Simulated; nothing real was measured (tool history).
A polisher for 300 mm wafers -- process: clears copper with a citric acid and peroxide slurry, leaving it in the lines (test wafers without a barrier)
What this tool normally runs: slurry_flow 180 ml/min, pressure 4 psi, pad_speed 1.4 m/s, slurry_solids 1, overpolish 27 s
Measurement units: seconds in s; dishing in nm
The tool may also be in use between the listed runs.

run,day,slurry_flow,pressure,pad_speed,slurry_solids,overpolish,wafers since the last listed run,wafers polished on this pad,hours since the slurry nozzle was cleaned,hours since the head pressure was calibrated,hours since the slurry blender was calibrated,"incoming thickness of the incoming film, nm",seconds,dishing
1,0,180,4,1.4,1,27,0,464,175.5,658,27.3,315.8,85.9,64.2
2,0.933,180,4,1.4,1,27,223,687,197.9,680.4,49.7,323.9,90.1,63.2
3,1.996,180,4,1.4,1,27,254,942,223.4,705.9,75.2,320.2,91.2,62.5
4,2.65,180,4,1.4,1,27,156,1098,239.1,721.6,90.9,320.7,94.5,62.6
# day 4.292: worn pad replaced by a new one
5,4.312,180,4,1.4,1,27,358,5,279,761.5,130.8,317.2,83.4,65.7
6,5.35,180,4,1.4,1,27,248,253,303.9,786.4,155.7,322.4,90.2,66.4
# day 9.25: head pressure recalibrated
7,9.271,180,4,1.4,1,27,918,1172,398,0.5,249.8,320.5,97.2,61.1
# day 9.442: worn pad replaced by a new one
8,10.379,180,4,1.4,1,27,225,224,424.6,27.1,276.4,318.5,87.3,66.6
9,11.233,180,4,1.4,1,27,204,428,445.1,47.6,296.9,317.1,86.8,64.5
10,11.996,180,4,1.4,1,27,182,611,463.4,65.9,315.2,319.3,88.4,65
11,13.329,180,4,1.4,1,27,319,930,495.4,97.9,347.2,320.9,95,63.4
12,14.088,180,4,1.4,1,27,181,1112,513.6,116.1,365.4,320.2,95.7,62
# day 14.854: worn pad replaced by a new one
13,15.054,195,4,1.4,1,27,191,48,536.8,139.3,388.6,317.2,83.6,68.1
14,16.412,180,2.9,1.4,1,27,325,373,569.4,171.9,421.2,323,109,55.8
15,17.371,180,4.5,1.4,1,27,229,602,592.4,194.9,444.2,319.8,85,70.4
16,18.633,180,5.2,1.86,1.3,39,302,905,622.7,225.2,474.5,321.8,54.6,120.6
17,20.029,240,4.9,1.4,0.7,27,334,1239,656.2,258.7,508,319.4,89.5,64.6
18,20.592,235,4,1.4,1.15,27,134,1373,669.7,272.2,521.5,315.7,87.1,64.1
# day 21.079: slurry nozzle cleaned
# day 21.158: worn pad replaced by a new one
# day 21.575: slurry blender recalibrated
19,21.654,180,4.7,1.4,1,34,205,98,13.8,297.7,1.9,317,75.7,88.4
20,22.679,240,4.9,1.4,0.7,27,245,344,38.4,322.3,26.5,322.8,84.8,69.1
21,23.429,120,5.1,1.4,1,27,179,523,56.4,340.3,44.5,319.6,85.5,70.8
22,24.05,215,4,1.4,1,27,148,672,71.3,355.2,59.4,314.9,86.7,64.7
23,25.15,180,5,1.66,1,37,263,935,97.7,381.6,85.8,319.2,69.3,100.6
24,25.771,180,4,1.4,1,27,148,1084,112.6,396.5,100.7,319.6,97.5,62.2
# day 26.033: worn pad replaced by a new one
25,26.875,130,2.7,1.18,1,27,224,201,139.1,423,127.2,321.3,136,44
26,28.375,180,4,1.22,1,20,359,560,175.1,459,163.2,324,103.3,44.9

Alternative continuations, all from the tool just after run 26; predict every row:
A,28.396,180,4,1.4,1,17,4,565,175.6,459.5,163.7,317.2,?,?
B,28.396,180,4,1.4,1.2,31,4,565,175.6,459.5,163.7,317.2,?,?
C,28.396,180,3.6,1.68,1,27,4,565,175.6,459.5,163.7,317.2,?,?
D,28.396,200,4,1.4,1,21,4,565,175.6,459.5,163.7,317.2,?,?
E,28.396,180,4,1.68,1.25,27,4,565,175.6,459.5,163.7,317.2,?,?

run,seconds,dishing
A,86.7,43.4
B,82.2,75
C,77,70.4
D,85.3,52.9
E,67.9,78.1
The same runs, with their run-to-run variation unchanged, on a tool lacking any hidden condition would have given:
run,seconds,dishing
A,81.6,45.8
B,77.4,78.6
C,72.5,73.8
D,80.3,55.7
E,63.9,81.8
